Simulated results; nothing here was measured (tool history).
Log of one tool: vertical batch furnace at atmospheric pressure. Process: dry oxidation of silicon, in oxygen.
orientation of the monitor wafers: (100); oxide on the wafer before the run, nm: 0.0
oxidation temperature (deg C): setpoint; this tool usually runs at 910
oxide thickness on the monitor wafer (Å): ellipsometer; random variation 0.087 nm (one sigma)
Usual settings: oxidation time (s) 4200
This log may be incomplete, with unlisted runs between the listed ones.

run	hour	oxidation temperature (deg C)	oxidation time (s)	wafers since the last listed run	hours since the last temperature calibration	hours since the boat lift was adjusted	hours since the gauge calibration	read-back reference wafer on the same gauge, thickness	oxide thickness on the monitor wafer (Å)
1	0.0	910	5640	0	1374.8	5877.0	98.3	17.50	267.3
2	14.2	920	3450	134	1389.0	5891.2	112.5	17.50	212.5
3	25.0	920	3450	102	1399.8	5902.0	123.3	17.51	210.5
4	42.2	920	3450	163	1417.0	5919.2	140.5	17.51	211.5
5	50.8	910	4200	81	1425.6	5927.8	149.1	17.47	217.6
6	91.3	910	4200	384	1466.1	5968.3	189.6	17.49	218.4
7	102.6	910	4200	107	1477.4	5979.6	200.9	17.48	218.8
# hour 142.6: boat lift adjusted
# hour 168.5: thermocouples replaced and temperature profile calibrated
8	169.0	910	4200	174	0.5	26.4	267.3	17.47	217.9
9	174.1	910	4200	48	5.6	31.5	272.4	17.51	218.0
10	179.2	930	2100	48	10.7	36.6	277.5	17.52	168.3
11	184.6	910	4200	51	16.1	42.0	282.9	17.50	219.2
12	196.4	895	6060	112	27.9	53.8	294.7	17.49	240.1
13	210.1	910	4740	130	41.6	67.5	308.4	17.51	236.6
# hour 222.3: gauge calibrated
14	231.2	902	3630	200	62.7	88.6	8.9	17.46	183.5
15	247.0	910	5820	150	78.5	104.4	24.7	17.51	271.0
16	263.1	910	4200	152	94.6	120.5	40.8	17.50	218.3
17	277.4	910	4200	135	108.9	134.8	55.1	17.51	217.8
18	297.4	919	5760	190	128.9	154.8	75.1	17.49	295.8
19	318.2	910	4200	197	149.7	175.6	95.9	17.48	217.3

Alternative continuations, all from the tool just after run 19; predict every row:
A	323.4	910	4200	49	154.9	180.8	101.1	?	?
B	323.4	910	2490	49	154.9	180.8	101.1	?	?
C	323.4	899	5310	49	154.9	180.8	101.1	?	?

run	read-back reference wafer on the same gauge, thickness	oxide thickness on the monitor wafer (Å)
A	17.50	218.0
B	17.50	154.4
C	17.50	227.7
With no hidden state in the tool, these same runs would have given:
run	oxide thickness on the monitor wafer (Å)
A	218.0
B	154.4
C	227.7
